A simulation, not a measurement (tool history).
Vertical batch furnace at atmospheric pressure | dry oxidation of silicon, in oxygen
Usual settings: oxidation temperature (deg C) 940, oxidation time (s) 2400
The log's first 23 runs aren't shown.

run	hour	oxidation temperature (deg C)	oxidation time (s)	wafers since the last listed run	hours since the last temperature calibration	hours since the boat lift was adjusted	hours since the gauge calibration	read-back reference wafer on the same gauge, thickness	oxide thickness on the monitor wafer (nm)
24	2152.4	923	3180	1067	655.1	753.7	423.4	28.51	24.83
25	2225.9	918	1950	1162	728.6	827.2	496.9	28.50	18.03
26	2297.4	924	1920	1131	800.1	898.7	568.4	28.52	18.86
27	2383.6	963	1620	1363	886.3	984.9	654.6	28.50	24.37
28	2436.8	940	2400	841	939.5	1038.1	707.8	28.49	24.62
29	2507.8	949	2970	1123	1010.5	1109.1	778.8	28.52	30.39
30	2570.7	940	2400	995	1073.4	1172.0	841.7	28.49	24.49
31	2630.8	957	3240	950	1133.5	1232.1	901.8	28.49	34.76
32	2669.4	961	3000	610	1172.1	1270.7	940.4	28.51	34.36
33	2712.5	929	2400	681	1215.2	1313.8	983.5	28.51	22.39
34	2816.0	933	2850	1637	1318.7	1417.3	1087.0	28.51	25.44
35	2888.6	940	1650	1148	1391.3	1489.9	1159.6	28.49	19.89
36	2978.6	959	3270	1423	1481.3	1579.9	1249.6	28.53	35.42
37	3015.3	948	1320	580	1518.0	1616.6	1286.3	28.51	19.08

Forecast each of these 5 alternatives for the next run:
A	3020.0	940	3240	74	1522.7	1621.3	1291.0	?	?
B	3020.0	940	1710	74	1522.7	1621.3	1291.0	?	?
C	3020.0	915	2400	74	1522.7	1621.3	1291.0	?	?
D	3020.0	957	3060	74	1522.7	1621.3	1291.0	?	?
E	3020.0	946	2400	74	1522.7	1621.3	1291.0	?	?

run	read-back reference wafer on the same gauge, thickness	oxide thickness on the monitor wafer (nm)
A	28.49	29.85
B	28.49	20.55
C	28.49	20.16
D	28.49	33.99
E	28.49	26.46
Without the tool's hidden state the same runs would have given:
run	oxide thickness on the monitor wafer (nm)
A	29.68
B	20.43
C	20.06
D	33.81
E	26.30
